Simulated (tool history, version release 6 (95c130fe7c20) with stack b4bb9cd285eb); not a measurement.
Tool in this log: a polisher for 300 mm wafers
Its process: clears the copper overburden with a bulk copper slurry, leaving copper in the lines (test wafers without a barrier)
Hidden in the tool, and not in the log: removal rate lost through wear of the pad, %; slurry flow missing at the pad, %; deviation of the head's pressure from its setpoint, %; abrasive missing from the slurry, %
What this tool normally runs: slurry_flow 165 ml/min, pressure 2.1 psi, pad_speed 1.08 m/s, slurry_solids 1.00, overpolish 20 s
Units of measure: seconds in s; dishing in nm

run,hour,slurry_flow,pressure,pad_speed,slurry_solids,overpolish,wafers since the last listed run,wafers polished on this pad,hours since the slurry nozzle was cleaned,hours since the head pressure was calibrated,hours since the slurry blender was calibrated,"incoming thickness of the incoming film, nm",seconds,dishing
1,0.0,165,2.1,1.08,1.00,13,0,43,14.8,967.6,458.3,1200.5,185.0,55.6
# hour 9.5: slurry blender recalibrated
2,46.7,165,2.1,1.08,1.00,13,359,402,61.5,1014.3,37.2,1196.8,185.1,56.0
# hour 87.4: head pressure recalibrated
3,106.8,165,2.1,1.08,1.00,20,466,869,121.6,19.4,97.3,1201.1,189.9,76.0
4,168.6,165,2.1,1.08,1.00,20,496,1365,183.4,81.2,159.1,1195.8,184.5,75.7
5,291.7,165,2.1,1.08,1.00,20,989,2355,306.5,204.3,282.2,1189.6,186.3,75.4
6,351.7,165,2.1,1.08,1.00,20,482,2837,366.5,264.3,342.2,1195.1,192.5,75.3
7,456.2,165,2.1,1.08,1.00,20,839,3677,471.0,368.8,446.7,1185.3,186.5,74.7
# hour 471.4: worn pad replaced by a new one
# hour 474.8: slurry blender recalibrated
# hour 485.2: slurry nozzle cleaned
8,543.4,165,2.1,1.08,1.00,20,644,554,58.2,456.0,68.6,1182.2,190.6,74.2
9,596.1,165,2.1,1.08,1.00,20,423,978,110.9,508.7,121.3,1161.8,185.1,73.7
10,640.8,165,2.1,1.08,1.00,20,359,1337,155.6,553.4,166.0,1203.1,188.2,75.4
11,739.5,165,2.1,1.08,1.00,20,793,2130,254.3,652.1,264.7,1195.5,185.1,74.8
12,829.4,215,2.1,1.08,1.10,20,722,2853,344.2,742.0,354.6,1181.6,173.0,77.9
13,912.7,205,2.1,0.74,1.00,10,669,3522,427.5,825.3,437.9,1166.9,256.6,33.9
# hour 967.9: worn pad replaced by a new one
14,995.4,165,2.1,1.08,0.80,20,632,221,510.2,908.0,520.6,1198.0,198.4,72.2
# hour 1002.5: slurry blender recalibrated
# hour 1041.1: slurry nozzle cleaned
15,1065.7,165,2.1,0.70,1.00,20,540,761,24.6,978.3,63.2,1184.4,287.0,55.9
16,1135.7,195,2.7,0.78,1.00,20,562,1324,94.6,1048.3,133.2,1181.8,192.8,75.6
17,1177.5,125,2.1,1.08,1.00,20,335,1660,136.4,1090.1,175.0,1187.5,192.7,73.2
18,1218.7,165,2.1,1.08,1.00,20,331,1991,177.6,1131.3,216.2,1189.9,183.9,75.0
19,1275.3,200,1.7,0.70,1.00,31,454,2446,234.2,1187.9,272.8,1188.7,349.0,64.6
# hour 1360.8: head pressure recalibrated
20,1380.7,165,2.6,0.94,1.00,30,830,3277,339.6,19.9,378.2,1180.1,167.4,102.6
# hour 1419.6: worn pad replaced by a new one
# hour 1478.4: slurry blender recalibrated
21,1485.8,205,1.4,1.26,1.00,20,796,516,444.7,125.0,7.4,1189.7,225.8,61.6
# hour 1541.4: slurry nozzle cleaned
22,1564.9,215,2.1,1.08,1.20,28,627,1143,23.5,204.1,86.5,1195.9,171.3,95.7
23,1660.9,165,2.6,1.34,0.90,23,771,1915,119.5,300.1,182.5,1182.2,123.8,106.0
24,1746.1,210,1.8,1.08,1.00,23,684,2599,204.7,385.3,267.7,1203.6,215.0,74.3
# hour 1882.6: worn pad replaced by a new one
25,1935.6,215,2.1,1.30,1.20,31,1490,426,394.2,574.8,457.2,1201.7,144.9,109.6
26,2006.8,165,2.1,1.08,1.00,20,572,998,465.4,646.0,528.4,1179.8,179.9,73.9
# hour 2067.7: slurry blender recalibrated
27,2068.8,165,1.7,1.08,1.00,20,482,1480,527.4,708.0,1.1,1173.7,217.2,62.6

What if the next run were any one of these 5? Each begins from the tool's condition after run 27:
A,2069.3,165,2.1,1.08,1.00,20,4,1484,527.9,708.5,1.6,1171.4,?,?
B,2069.3,165,2.1,1.08,1.15,28,4,1484,527.9,708.5,1.6,1171.4,?,?
C,2069.3,215,2.1,0.94,0.80,20,4,1484,527.9,708.5,1.6,1171.4,?,?
D,2069.3,210,2.1,1.40,1.00,20,4,1484,527.9,708.5,1.6,1171.4,?,?
E,2069.3,165,2.7,1.42,1.00,13,4,1484,527.9,708.5,1.6,1171.4,?,?

run,seconds,dishing
A,184.2,75.4
B,178.8,93.6
C,214.3,68.1
D,137.7,89.9
E,109.0,82.9
Had the tool no hidden state, the same runs would have come out as:
run,seconds,dishing
A,184.2,75.4
B,178.8,93.6
C,214.3,68.1
D,137.7,89.9
E,109.0,82.9
